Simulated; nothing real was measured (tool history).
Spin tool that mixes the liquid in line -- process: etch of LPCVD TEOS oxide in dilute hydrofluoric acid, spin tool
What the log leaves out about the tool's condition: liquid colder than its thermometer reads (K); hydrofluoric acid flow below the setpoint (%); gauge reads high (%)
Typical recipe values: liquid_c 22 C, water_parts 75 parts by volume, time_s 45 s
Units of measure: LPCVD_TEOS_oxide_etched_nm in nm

run    hour  liquid_c  water_parts  time_s  wafers since the last listed run  hours since the thermometer was replaced  hours since the hydrofluoric acid flow meter was replaced  hours since the gauge calibration  read-back film thickness of the LPCVD TEOS oxide reference wafer, read on the same gauge (nm)  LPCVD_TEOS_oxide_etched_nm
  1       0        22           75      45                                 0                                     182.3                                                      848.8                              739.6                                                                                          99.98                       21.78
  2    55.1        22           75      45                              1072                                     237.4                                                      903.9                              794.7                                                                                         100.01                       21.48
  3   152.1        22           75      45                              1888                                     334.4                                                     1000.9                              891.7                                                                                          99.99                       21.93
  4   243.3        22           90      45                              1775                                     425.6                                                     1092.1                              982.9                                                                                          99.99                       17.71
      323.6  -- hydrofluoric acid flow meter replaced
  5   342.5        22           90      45                              1912                                     524.8                                                       18.9                             1082.1                                                                                         100.03                       17.48
  6   414.9        22           90      45                              1409                                     597.2                                                       91.3                             1154.5                                                                                         100.01                       17.44
  7   475.6        22           75      45                              1181                                     657.9                                                        152                             1215.2                                                                                          99.99                       21.58
      561.5  -- gauge calibrated
  8   575.8        18           50      30                              1951                                     758.1                                                      252.2                               14.3                                                                                          99.97                       18.97
  9   634.5        22           75      60                              1143                                     816.8                                                      310.9                                 73                                                                                          99.97                       29.39
      675.1  -- thermometer replaced
 10   683.3        24           55      35                               930                                       8.2                                                      359.7                              121.8                                                                                          99.99                       25.57
 11   775.1      25.5           75      45                              1787                                       100                                                      451.5                              213.6                                                                                          99.99                       24.97
 12   841.8        22           90      45                              1298                                     166.7                                                      518.2                              280.3                                                                                          99.98                       17.73
 13   879.5      26.5           45      45                               734                                     204.4                                                      555.9                                318                                                                                          99.98                       44.62
 14   983.4      23.5          100      35                              2023                                     308.3                                                      659.8                              421.9                                                                                            100                       13.09
 15  1078.1        18           50      30                              1844                                       403                                                      754.5                              516.6                                                                                            100                       18.83

Hidden condition of the tool, last listed run before each entry between runs versus first listed run after:
Run 4 -> run 5: hydrofluoric acid flow meter replaced (hour 323.6)
  no difference in the tool's unlogged condition between these two runs
Run 7 -> run 8: gauge calibrated (hour 561.5)
  no difference in the tool's unlogged condition between these two runs
Run 9 -> run 10: thermometer replaced (hour 675.1)
  no difference in the tool's unlogged condition between these two runs
